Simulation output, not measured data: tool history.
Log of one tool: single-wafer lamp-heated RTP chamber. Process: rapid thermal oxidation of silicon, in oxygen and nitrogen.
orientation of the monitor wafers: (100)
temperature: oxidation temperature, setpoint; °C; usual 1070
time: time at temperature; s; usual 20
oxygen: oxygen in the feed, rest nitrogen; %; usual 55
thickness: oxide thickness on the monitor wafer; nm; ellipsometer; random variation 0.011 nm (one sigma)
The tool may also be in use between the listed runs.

| run | hour | temperature | time | oxygen | wafers since the last listed run | wafers since the last pyrometer calibration | hours since the oxygen flow controller was replaced | hours since the gauge calibration | read-back reference wafer on the same gauge, thickness | thickness |
|---|---|---|---|---|---|---|---|---|---|---|
| 1 | 0.0 | 1056 | 20 | 55 | 0 | 7738 | 5776.8 | 79.2 | 3.977 | 4.317 |
| 2 | 9.0 | 1056 | 20 | 55 | 79 | 7818 | 5785.8 | 88.2 | 3.982 | 4.299 |
| 3 | 24.2 | 1090 | 20 | 48 | 134 | 7953 | 5801.0 | 103.4 | 3.980 | 5.116 |
| 4 | 35.8 | 1090 | 20 | 48 | 102 | 8056 | 5812.6 | 115.0 | 3.979 | 5.101 |
| 5 | 50.6 | 1090 | 20 | 48 | 131 | 8187 | 5827.4 | 129.8 | 3.983 | 5.117 |
| 6 | 62.0 | 1070 | 25 | 63 | 101 | 8288 | 5838.8 | 141.2 | 3.978 | 5.416 |
| 7 | 89.2 | 1070 | 20 | 55 | 241 | 8529 | 5866.0 | 168.4 | 3.979 | 4.700 |
| 8 | 95.9 | 1070 | 20 | 55 | 59 | 8588 | 5872.7 | 175.1 | 3.985 | 4.742 |
| 9 | 107.0 | 1070 | 26 | 55 | 98 | 8687 | 5883.8 | 186.2 | 3.977 | 5.254 |
| 10 | 120.9 | 1070 | 20 | 55 | 123 | 8810 | 5897.7 | 200.1 | 3.982 | 4.722 |
| 11 | 137.2 | 1070 | 20 | 55 | 144 | 8954 | 5914.0 | 216.4 | 3.982 | 4.707 |
| 12 | 151.6 | 1070 | 20 | 55 | 127 | 9082 | 5928.4 | 230.8 | 3.980 | 4.698 |
|  | 163.6 | pyrometer window cleaned and pyrometer calibrated |
| 13 | 166.4 | 1070 | 20 | 55 | 60 | 25 | 5943.2 | 245.6 | 3.979 | 4.510 |
| 14 | 207.4 | 1082 | 20 | 55 | 363 | 388 | 5984.2 | 286.6 | 3.982 | 4.913 |
| 15 | 214.5 | 1070 | 20 | 55 | 62 | 451 | 5991.3 | 293.7 | 3.977 | 4.548 |
| 16 | 230.4 | 1070 | 20 | 55 | 140 | 592 | 6007.2 | 309.6 | 3.979 | 4.555 |
| 17 | 240.4 | 1089 | 20 | 55 | 88 | 680 | 6017.2 | 319.6 | 3.980 | 5.137 |
| 18 | 254.9 | 1044 | 10 | 55 | 128 | 809 | 6031.7 | 334.1 | 3.981 | 3.012 |
| 19 | 270.4 | 1070 | 17 | 55 | 137 | 946 | 6047.2 | 349.6 | 3.983 | 4.276 |
| 20 | 282.4 | 1058 | 13 | 41 | 106 | 1053 | 6059.2 | 361.6 | 3.979 | 3.271 |
| 21 | 299.7 | 1070 | 23 | 55 | 153 | 1206 | 6076.5 | 378.9 | 3.981 | 4.840 |
| 22 | 314.0 | 1070 | 20 | 55 | 126 | 1333 | 6090.8 | 393.2 | 3.981 | 4.590 |
| 23 | 323.4 | 1081 | 10 | 75 | 83 | 1416 | 6100.2 | 402.6 | 3.978 | 4.179 |
|  | 331.6 | gauge calibrated |
|  | 337.0 | oxygen flow controller replaced |
| 24 | 337.5 | 1070 | 20 | 55 | 54 | 1470 | 0.5 | 5.9 | 3.980 | 4.604 |
| 25 | 345.7 | 1043 | 30 | 30 | 72 | 1543 | 8.7 | 14.1 | 3.977 | 3.738 |
| 26 | 360.4 | 1089 | 28 | 36 | 130 | 1673 | 23.4 | 28.8 | 3.978 | 5.141 |
| 27 | 387.8 | 1070 | 20 | 55 | 242 | 1916 | 50.8 | 56.2 | 3.982 | 4.599 |
| 28 | 426.9 | 1048 | 24 | 45 | 346 | 2262 | 89.9 | 95.3 | 3.980 | 4.033 |
| 29 | 437.6 | 1080 | 11 | 43 | 94 | 2357 | 100.6 | 106.0 | 3.976 | 3.611 |
| 30 | 450.0 | 1070 | 17 | 40 | 109 | 2467 | 113.0 | 118.4 | 3.982 | 3.902 |

How the hidden state differs across the entries between the runs, from the last listed run before each to the first after it:
Between runs 12 and 13: pyrometer window cleaned and pyrometer calibrated (hour 163.6)
  true wafer temperature minus pyrometer reading, K: 7.15 -> 0.261
  measured less the result without the state, thickness: +0.211 -> +0.008 nm
Between runs 23 and 24: gauge calibrated (hour 331.6); oxygen flow controller replaced (hour 337.0)
  true wafer temperature minus pyrometer reading, K: 2.87 -> 3.05
  measured less the result without the state, thickness: +0.074 -> +0.090 nm

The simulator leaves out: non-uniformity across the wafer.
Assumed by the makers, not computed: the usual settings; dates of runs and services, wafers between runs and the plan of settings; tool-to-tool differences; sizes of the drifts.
